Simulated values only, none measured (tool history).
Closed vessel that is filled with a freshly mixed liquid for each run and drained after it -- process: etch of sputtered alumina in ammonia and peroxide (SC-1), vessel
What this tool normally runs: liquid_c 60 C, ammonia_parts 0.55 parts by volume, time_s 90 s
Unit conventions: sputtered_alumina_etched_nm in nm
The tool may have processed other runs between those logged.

run	hour	liquid_c	ammonia_parts	time_s	read-back film thickness of the sputtered alumina reference wafer, read on the same gauge (nm)	sputtered_alumina_etched_nm
1	0	60	0.55	90	79.98	5.8
2	40.4	60	0.55	90	80.05	5.78
3	137.8	60	0.55	90	80	5.83
# hour 203.4: new drum of ammonia solution connected
4	215.6	60	0.45	90	80.02	5.72
5	253.6	60	0.55	90	79.97	5.89
6	336.6	60	0.55	90	79.98	5.95
7	373.8	60	0.55	90	79.98	5.95
# hour 426.4: new drum of ammonia solution connected
8	473.3	60	0.55	90	79.98	5.94
# hour 489.1: thermometer replaced
9	539.7	52	0.7	125	79.98	5.06
# hour 567.2: ammonia flow meter replaced
10	636.1	65	0.55	90	80	7.1
# hour 648: gauge calibrated
# hour 665.7: new drum of ammonia solution connected
11	676.8	66	0.55	90	80	7.45
12	750.1	60	0.3	40	80.03	2.31
13	856.1	60	0.55	90	79.96	5.57
# hour 930.8: new drum of ammonia solution connected
14	936.2	60	0.35	35	79.99	2.08
15	978.4	60	0.55	125	80.04	7.85
16	1026.4	60	0.35	35	79.99	2.08
# hour 1208.5: new drum of ammonia solution connected
17	1295.9	69.5	0.45	120	80	11.77

What would each run have given without the hidden state, its run-to-run variation left as it was?
Hidden state at play: liquid hotter than its thermometer reads (K); ammonia flow below the setpoint (%); ammonia solution weaker than its label (%); gauge reads high (%).
run	sputtered_alumina_etched_nm
1	5.43
2	5.4
3	5.41
4	5.29
5	5.44
6	5.47
7	5.46
8	5.43
9	5
10	6.99
11	7.32
12	2.26
13	5.43
14	2.01
15	7.59
16	2.01
17	11.23
